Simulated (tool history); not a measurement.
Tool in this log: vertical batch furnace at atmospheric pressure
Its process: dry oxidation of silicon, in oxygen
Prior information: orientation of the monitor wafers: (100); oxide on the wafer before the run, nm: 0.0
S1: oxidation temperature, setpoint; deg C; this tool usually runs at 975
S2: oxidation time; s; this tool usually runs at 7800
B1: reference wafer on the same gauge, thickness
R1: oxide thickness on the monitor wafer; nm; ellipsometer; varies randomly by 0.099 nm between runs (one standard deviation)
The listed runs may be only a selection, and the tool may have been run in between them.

Run 1, hour 0.0: usual settings; B1 71.49. Result: R1 65.52 nm.
Run 2, hour 26.3: usual settings; B1 71.44. Result: R1 65.46 nm.
Run 3, hour 55.8: usual settings but S2 6390 s; B1 71.30. Result: R1 56.98 nm.
Run 4, hour 77.2: usual settings but S2 6390 s; B1 71.21. Result: R1 56.76 nm.
Run 5, hour 108.3: usual settings but S1 987 deg C, S2 6150 s; B1 71.20. Result: R1 61.07 nm.
Run 6, hour 122.1: usual settings but S1 987 deg C, S2 6150 s; B1 71.12. Result: R1 61.18 nm.
Run 7, hour 141.6: usual settings but S1 987 deg C, S2 6150 s; B1 71.09. Result: R1 60.94 nm.
Run 8, hour 173.4: usual settings; B1 70.96. Result: R1 65.19 nm.
At hour 202.7: gauge calibrated.
Run 9, hour 208.2: usual settings but S1 987 deg C, S2 6150 s; B1 71.78. Result: R1 61.44 nm.
At hour 234.3: thermocouples replaced and temperature profile calibrated.
Run 10, hour 234.6: usual settings but S1 998 deg C, S2 5430 s; B1 71.70. Result: R1 62.92 nm.
At hour 303.2: boat lift adjusted.
Run 11, hour 324.8: usual settings but S1 962 deg C; B1 71.40. Result: R1 59.14 nm.
Run 12, hour 354.5: usual settings but S1 950 deg C, S2 4920 s; B1 71.39. Result: R1 38.29 nm.
Run 13, hour 383.5: usual settings but S1 982 deg C, S2 10410 s; B1 71.24. Result: R1 84.66 nm.
Run 14, hour 417.5: usual settings but S1 982 deg C; B1 71.14. Result: R1 69.14 nm.

Table of differences, measured result less the result of that run with no hidden state. Run-to-run variation is the same in both. Gauge scatter possibly is not:
The tool's hidden condition here consists of: true tube temperature minus thermocouple reading, K; monitor wafer colder than the profiled boat position, K; gauge reads high (%).
run     R1
  1  -0.32
  2  -0.38
  3  -0.40
  4  -0.45
  5  -0.56
  6  -0.60
  7  -0.65
  8  -0.78
  9  -0.04
 10  -0.11
 11  -0.31
 12  -0.25
 13  -0.65
 14  -0.63
